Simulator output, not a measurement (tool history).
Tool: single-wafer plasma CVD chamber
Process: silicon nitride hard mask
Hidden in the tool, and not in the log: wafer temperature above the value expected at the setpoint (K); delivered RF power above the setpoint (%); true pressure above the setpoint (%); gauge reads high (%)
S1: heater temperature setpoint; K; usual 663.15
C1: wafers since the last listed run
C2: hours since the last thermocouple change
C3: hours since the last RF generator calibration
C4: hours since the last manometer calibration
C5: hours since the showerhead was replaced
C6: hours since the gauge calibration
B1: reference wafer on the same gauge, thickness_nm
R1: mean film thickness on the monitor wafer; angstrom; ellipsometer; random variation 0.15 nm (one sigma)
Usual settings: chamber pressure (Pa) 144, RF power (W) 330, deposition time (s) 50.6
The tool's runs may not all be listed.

run 1 hour=0.0 | S1=663.15 chamber_pressure_(Pa)=144 RF_power_(W)=330 deposition_time_(s)=50.6 | C1=0 C2=2503.4 C3=1795.9 C4=1533.6 C5=5356.3 C6=298.5 | B1=55.211 | R1=444.81
run 2 hour=15.0 | S1=663.15 chamber_pressure_(Pa)=119 RF_power_(W)=330 deposition_time_(s)=43.2 | C1=289 C2=2518.4 C3=1810.9 C4=1548.6 C5=5371.3 C6=313.5 | B1=55.225 | R1=355.60
run 3 hour=26.8 | S1=663.15 chamber_pressure_(Pa)=119 RF_power_(W)=330 deposition_time_(s)=43.2 | C1=227 C2=2530.2 C3=1822.7 C4=1560.4 C5=5383.1 C6=325.3 | B1=55.233 | R1=353.96
run 4 hour=36.6 | S1=663.15 chamber_pressure_(Pa)=119 RF_power_(W)=330 deposition_time_(s)=43.2 | C1=189 C2=2540.0 C3=1832.5 C4=1570.2 C5=5392.9 C6=335.1 | B1=55.223 | R1=352.59
run 5 hour=53.3 | S1=663.15 chamber_pressure_(Pa)=128 RF_power_(W)=330 deposition_time_(s)=50.6 | C1=322 C2=2556.7 C3=1849.2 C4=1586.9 C5=5409.6 C6=351.8 | B1=55.202 | R1=424.72
run 6 hour=69.4 | S1=663.15 chamber_pressure_(Pa)=144 RF_power_(W)=330 deposition_time_(s)=50.6 | C1=310 C2=2572.8 C3=1865.3 C4=1603.0 C5=5425.7 C6=367.9 | B1=55.197 | R1=442.83
run 7 hour=84.6 | S1=663.15 chamber_pressure_(Pa)=144 RF_power_(W)=330 deposition_time_(s)=50.6 | C1=293 C2=2588.0 C3=1880.5 C4=1618.2 C5=5440.9 C6=383.1 | B1=55.206 | R1=443.68
run 8 hour=101.1 | S1=663.15 chamber_pressure_(Pa)=144 RF_power_(W)=330 deposition_time_(s)=50.6 | C1=318 C2=2604.5 C3=1897.0 C4=1634.7 C5=5457.4 C6=399.6 | B1=55.211 | R1=443.52
run 9 hour=114.4 | S1=663.15 chamber_pressure_(Pa)=144 RF_power_(W)=290 deposition_time_(s)=47.8 | C1=256 C2=2617.8 C3=1910.3 C4=1648.0 C5=5470.7 C6=412.9 | B1=55.184 | R1=373.71
run 10 hour=125.7 | S1=663.15 chamber_pressure_(Pa)=144 RF_power_(W)=290 deposition_time_(s)=47.8 | C1=218 C2=2629.1 C3=1921.6 C4=1659.3 C5=5482.0 C6=424.2 | B1=55.190 | R1=374.35
run 11 hour=133.4 | S1=663.15 chamber_pressure_(Pa)=144 RF_power_(W)=330 deposition_time_(s)=50.6 | C1=148 C2=2636.8 C3=1929.3 C4=1667.0 C5=5489.7 C6=431.9 | B1=55.179 | R1=441.12
run 12 hour=149.5 | S1=663.15 chamber_pressure_(Pa)=144 RF_power_(W)=330 deposition_time_(s)=50.6 | C1=310 C2=2652.9 C3=1945.4 C4=1683.1 C5=5505.8 C6=448.0 | B1=55.170 | R1=444.45
run 13 hour=159.5 | S1=663.15 chamber_pressure_(Pa)=144 RF_power_(W)=330 deposition_time_(s)=41.1 | C1=193 C2=2662.9 C3=1955.4 C4=1693.1 C5=5515.8 C6=458.0 | B1=55.195 | R1=359.52
-- hour=171.0 gauge calibrated
-- hour=172.1 RF generator calibrated
-- hour=182.1 capacitance manometer re-zeroed and calibrated
run 14 hour=208.4 | S1=668.15 chamber_pressure_(Pa)=144 RF_power_(W)=330 deposition_time_(s)=59.9 | C1=634 C2=2711.8 C3=36.3 C4=26.3 C5=5564.7 C6=37.4 | B1=55.213 | R1=499.70
run 15 hour=219.0 | S1=663.15 chamber_pressure_(Pa)=144 RF_power_(W)=330 deposition_time_(s)=50.6 | C1=204 C2=2722.4 C3=46.9 C4=36.9 C5=5575.3 C6=48.0 | B1=55.197 | R1=426.60
run 16 hour=230.8 | S1=669.15 chamber_pressure_(Pa)=131 RF_power_(W)=390 deposition_time_(s)=58.9 | C1=227 C2=2734.2 C3=58.7 C4=48.7 C5=5587.1 C6=59.8 | B1=55.176 | R1=546.38
-- hour=245.2 RF generator calibrated, repeated, since the last time left the tool worse
run 17 hour=248.5 | S1=663.15 chamber_pressure_(Pa)=144 RF_power_(W)=295 deposition_time_(s)=50.6 | C1=187 C2=2751.9 C3=3.3 C4=66.4 C5=5604.8 C6=77.5 | B1=55.181 | R1=422.55
-- hour=268.1 showerhead replaced
run 18 hour=300.8 | S1=663.15 chamber_pressure_(Pa)=144 RF_power_(W)=330 deposition_time_(s)=50.6 | C1=854 C2=2804.2 C3=55.6 C4=118.7 C5=32.7 C6=129.8 | B1=55.206 | R1=464.93
-- hour=313.0 thermocouple changed; heater temperature recalibrated
run 19 hour=318.1 | S1=663.15 chamber_pressure_(Pa)=144 RF_power_(W)=330 deposition_time_(s)=50.6 | C1=179 C2=5.1 C3=72.9 C4=136.0 C5=50.0 C6=147.1 | B1=55.156 | R1=464.06
run 20 hour=328.5 | S1=669.15 chamber_pressure_(Pa)=119 RF_power_(W)=330 deposition_time_(s)=43.2 | C1=200 C2=15.5 C3=83.3 C4=146.4 C5=60.4 C6=157.5 | B1=55.223 | R1=366.94
run 21 hour=341.2 | S1=668.15 chamber_pressure_(Pa)=144 RF_power_(W)=330 deposition_time_(s)=46.7 | C1=245 C2=28.2 C3=96.0 C4=159.1 C5=73.1 C6=170.2 | B1=55.190 | R1=426.37
run 22 hour=347.5 | S1=663.15 chamber_pressure_(Pa)=156 RF_power_(W)=295 deposition_time_(s)=58.7 | C1=121 C2=34.5 C3=102.3 C4=165.4 C5=79.4 C6=176.5 | B1=55.201 | R1=502.60
run 23 hour=361.7 | S1=671.15 chamber_pressure_(Pa)=132 RF_power_(W)=360 deposition_time_(s)=46.0 | C1=274 C2=48.7 C3=116.5 C4=179.6 C5=93.6 C6=190.7 | B1=55.168 | R1=436.37
run 24 hour=387.4 | S1=656.15 chamber_pressure_(Pa)=171 RF_power_(W)=310 deposition_time_(s)=44.7 | C1=496 C2=74.4 C3=142.2 C4=205.3 C5=119.3 C6=216.4 | B1=55.215 | R1=410.38
run 25 hour=396.9 | S1=663.15 chamber_pressure_(Pa)=144 RF_power_(W)=330 deposition_time_(s)=50.6 | C1=183 C2=83.9 C3=151.7 C4=214.8 C5=128.8 C6=225.9 | B1=55.171 | R1=463.54
run 26 hour=403.5 | S1=663.15 chamber_pressure_(Pa)=156 RF_power_(W)=350 deposition_time_(s)=58.9 | C1=127 C2=90.5 C3=158.3 C4=221.4 C5=135.4 C6=232.5 | B1=55.205 | R1=579.14
run 27 hour=411.7 | S1=663.15 chamber_pressure_(Pa)=169 RF_power_(W)=275 deposition_time_(s)=44.3 | C1=158 C2=98.7 C3=166.5 C4=229.6 C5=143.6 C6=240.7 | B1=55.178 | R1=365.98
run 28 hour=423.1 | S1=663.15 chamber_pressure_(Pa)=144 RF_power_(W)=330 deposition_time_(s)=50.6 | C1=220 C2=110.1 C3=177.9 C4=241.0 C5=155.0 C6=252.1 | B1=55.193 | R1=465.06
run 29 hour=432.2 | S1=673.15 chamber_pressure_(Pa)=144 RF_power_(W)=390 deposition_time_(s)=50.6 | C1=175 C2=119.2 C3=187.0 C4=250.1 C5=164.1 C6=261.2 | B1=55.210 | R1=521.84

The tool's hidden state at each run:
wafer temperature above the value expected at the setpoint (K): 0 in every run
true pressure above the setpoint (%): 0 in every run
gauge reads high (%): 0 in every run
H1: delivered RF power above the setpoint (%)
run=1 H1=-5.42
run=2 H1=-5.47
run=3 H1=-5.5
run=4 H1=-5.53
run=5 H1=-5.58
run=6 H1=-5.63
run=7 H1=-5.68
run=8 H1=-5.73
run=9 H1=-5.77
run=10 H1=-5.8
run=11 H1=-5.82
run=12 H1=-5.87
run=13 H1=-5.9
run=14 H1=-10.3
run=15 H1=-10.3
run=16 H1=-10.4
run=17 H1=-0.121
run=18 H1=-0.277
run=19 H1=-0.329
run=20 H1=-0.361
run=21 H1=-0.399
run=22 H1=-0.418
run=23 H1=-0.46
run=24 H1=-0.537
run=25 H1=-0.566
run=26 H1=-0.586
run=27 H1=-0.61
run=28 H1=-0.644
run=29 H1=-0.672
